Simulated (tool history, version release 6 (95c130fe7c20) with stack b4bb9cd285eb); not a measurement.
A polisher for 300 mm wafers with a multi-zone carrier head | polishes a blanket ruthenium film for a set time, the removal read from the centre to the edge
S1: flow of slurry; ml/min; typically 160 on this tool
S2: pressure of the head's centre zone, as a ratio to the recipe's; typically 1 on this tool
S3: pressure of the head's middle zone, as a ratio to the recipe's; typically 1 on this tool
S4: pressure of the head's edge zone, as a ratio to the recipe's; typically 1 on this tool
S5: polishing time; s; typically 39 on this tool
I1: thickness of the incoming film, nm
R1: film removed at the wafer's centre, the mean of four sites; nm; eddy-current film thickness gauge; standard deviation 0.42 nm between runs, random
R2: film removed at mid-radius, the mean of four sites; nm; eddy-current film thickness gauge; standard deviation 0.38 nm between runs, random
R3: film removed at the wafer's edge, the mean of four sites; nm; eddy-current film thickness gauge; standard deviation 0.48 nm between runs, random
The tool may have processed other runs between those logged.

Run 1, day 0: usual settings but S1 175 ml/min; I1 370.9. Result: R1 32.8 nm, R2 33 nm, R3 33.8 nm.
Run 2, day 4.05: usual settings but S1 130 ml/min, S2 1.04, S3 1.11; I1 376.7. Result: R1 31.3 nm, R2 33.2 nm, R3 31.5 nm.
At day 4.975: edge zone pressure recalibrated.
Run 3, day 7.429: usual settings but S4 0.94, S5 33 s; I1 373.6. Result: R1 26.7 nm, R2 27.5 nm, R3 27 nm.
Run 4, day 11.679: usual settings but S2 1.04; I1 371.7. Result: R1 32.8 nm, R2 32.4 nm, R3 33.3 nm.
At day 12.712: slurry nozzle cleaned.
Run 5, day 13.425: usual settings but S3 1.11; I1 375.2. Result: R1 32.4 nm, R2 35.3 nm, R3 33.5 nm.
Run 6, day 16.217: usual settings but S3 1.09, S4 0.93; I1 370.8. Result: R1 31.3 nm, R2 34 nm, R3 31.7 nm.
Run 7, day 17.9: usual settings; I1 368.9. Result: R1 30.8 nm, R2 32.6 nm, R3 32.7 nm.
Run 8, day 20.704: usual settings but S1 200 ml/min, S2 1.11, S4 0.94; I1 375.1. Result: R1 36.2 nm, R2 33.1 nm, R3 33.1 nm.
Run 9, day 22.729: usual settings; I1 372.5. Result: R1 31.5 nm, R2 32 nm, R3 33.1 nm.
At day 24.108: carrier head's membrane replaced by a new one.
Run 10, day 24.571: usual settings but S4 1.09; I1 374.3. Result: R1 30.8 nm, R2 32.2 nm, R3 34.8 nm.
At day 25.312: worn pad replaced by a new one.
Run 11, day 28.892: usual settings; I1 366.1. Result: R1 31.3 nm, R2 32.1 nm, R3 33.6 nm.
Run 12, day 31.788: usual settings but S2 1.06, S3 1.08, S5 43 s; I1 371. Result: R1 36.3 nm, R2 36.9 nm, R3 37.3 nm.
At day 33.95: edge zone pressure recalibrated.
Run 13, day 35.908: usual settings; I1 371.3. Result: R1 31.5 nm, R2 32.7 nm, R3 33.5 nm.
Run 14, day 37.833: usual settings but S2 0.94, S3 1.09, S4 0.93, S5 27 s; I1 371.7. Result: R1 20.3 nm, R2 24 nm, R3 22.3 nm.
Run 15, day 41.875: usual settings but S1 195 ml/min, S3 1.07; I1 372.9. Result: R1 32.1 nm, R2 34.9 nm, R3 34.1 nm.
Run 16, day 46.038: usual settings but S2 1.12, S3 0.93, S4 1.08, S5 33 s; I1 372.9. Result: R1 30 nm, R2 26.1 nm, R3 29.1 nm.
Run 17, day 48.404: usual settings but S3 1.05, S4 1.07; I1 371.3. Result: R1 30.5 nm, R2 33.2 nm, R3 34.8 nm.
At day 49.279: worn pad replaced by a new one.
At day 49.875: slurry nozzle cleaned.
Run 18, day 50.233: usual settings but S3 1.06, S4 1.11; I1 373.4. Result: R1 30.8 nm, R2 34.3 nm, R3 35 nm.
Run 19, day 54.588: usual settings but S2 0.91, S3 0.89, S5 48 s; I1 374.2. Result: R1 34.2 nm, R2 36.8 nm, R3 41.1 nm.
Run 20, day 56.846: usual settings but S5 51 s; I1 370.1. Result: R1 41.4 nm, R2 42.3 nm, R3 42.3 nm.
At day 56.975: centre zone pressure recalibrated.
At day 58.604: edge zone pressure recalibrated.
Run 21, day 59.454: usual settings but S1 205 ml/min, S3 1.05, S4 1.03; I1 364.6. Result: R1 34.7 nm, R2 34.6 nm, R3 33.9 nm.
Run 22, day 62.679: usual settings; I1 363.2. Result: R1 33.4 nm, R2 32.1 nm, R3 34.4 nm.

Consider 4 possible next runs. They are alternatives, not a sequence: every one starts from the tool as it was left by run 22. What does each give?
Run A, day 62.696: usual settings but S2 0.9; I1 364.4. Result: R1 ?, R2 ?, R3 ?.
Run B, day 62.696: usual settings but S1 115 ml/min, S2 0.94, S3 1.1; I1 364.4. Result: R1 ?, R2 ?, R3 ?.
Run C, day 62.696: usual settings but S1 105 ml/min, S2 0.92, S3 1.1, S5 34 s; I1 364.4. Result: R1 ?, R2 ?, R3 ?.
Run D, day 62.696: usual settings but S4 0.9; I1 364.4. Result: R1 ?, R2 ?, R3 ?.

run    R1    R2    R3
  A  29.5    32    34
  B  28.2  31.7  32.1
  C  23.3  26.9  27.4
  D  32.8    32  32.3
Without the tool's hidden state the same runs would have given:
run    R1    R2    R3
  A  29.7    32    34
  B  28.4  31.7  32.1
  C  23.5  26.9  27.4
  D  33.1  31.9  32.3
